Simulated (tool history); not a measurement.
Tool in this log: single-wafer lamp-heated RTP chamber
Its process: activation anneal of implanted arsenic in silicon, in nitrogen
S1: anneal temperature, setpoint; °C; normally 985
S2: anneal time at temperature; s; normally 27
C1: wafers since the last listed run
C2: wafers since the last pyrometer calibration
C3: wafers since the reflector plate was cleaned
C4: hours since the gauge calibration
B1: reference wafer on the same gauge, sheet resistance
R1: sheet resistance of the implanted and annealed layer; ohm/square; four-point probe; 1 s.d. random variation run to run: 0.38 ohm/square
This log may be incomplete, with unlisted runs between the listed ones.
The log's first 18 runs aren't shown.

run,hour,S1,S2,C1,C2,C3,C4,B1,R1
19,1420.4,974,21,442,3788,2456,54.5,115.08,137.01
20,1507.4,985,39,803,4592,3259,141.5,114.98,129.08
21,1671.0,967,27,1510,6103,4770,305.1,115.03,137.18
# hour 1719.2: pyrometer window cleaned and pyrometer calibrated
22,1924.1,1002,34,2263,1892,7034,558.2,114.98,126.00
23,2006.6,985,27,761,2654,7795,640.7,114.94,132.04
24,2080.6,1002,42,683,3337,8479,714.7,114.88,124.51
25,2161.7,1003,38,748,4086,9228,795.8,114.88,125.58
26,2207.2,985,27,420,4506,9648,841.3,114.92,132.46
27,2256.7,994,31,457,4963,10105,890.8,114.86,129.13
28,2301.0,958,18,409,5372,10514,935.1,114.94,142.98
# hour 2322.8: reflector plate cleaned
# hour 2381.2: pyrometer window cleaned and pyrometer calibrated
29,2459.8,994,12,1318,726,1191,1093.9,115.02,136.05
30,2537.1,956,34,713,1439,1905,1171.2,114.95,137.73
31,2603.5,985,27,613,2053,2518,1237.6,114.95,131.65
32,2682.9,960,35,733,2786,3251,1317.0,114.84,135.79
33,2781.8,955,17,913,3699,4164,1415.9,114.95,143.41
34,2838.2,985,39,520,4220,4685,1472.3,114.92,128.72
35,2885.1,975,18,433,4653,5118,1519.2,115.03,138.02
36,2952.1,1007,38,618,5272,5737,1586.2,114.97,124.23

What if the next run were any one of these 5? Each begins from the tool's condition after run 36:
A,2952.5,977,27,3,5276,5741,1586.6,?,?
B,2952.5,999,35,3,5276,5741,1586.6,?,?
C,2952.5,1003,14,3,5276,5741,1586.6,?,?
D,2952.5,1015,42,3,5276,5741,1586.6,?,?
E,2952.5,995,23,3,5276,5741,1586.6,?,?

run,B1,R1
A,114.93,134.40
B,114.93,127.21
C,114.93,133.41
D,114.93,122.64
E,114.93,131.31
Had the tool no hidden state, the same runs would have come out as:
run,R1
A,134.40
B,127.21
C,133.41
D,122.64
E,131.31
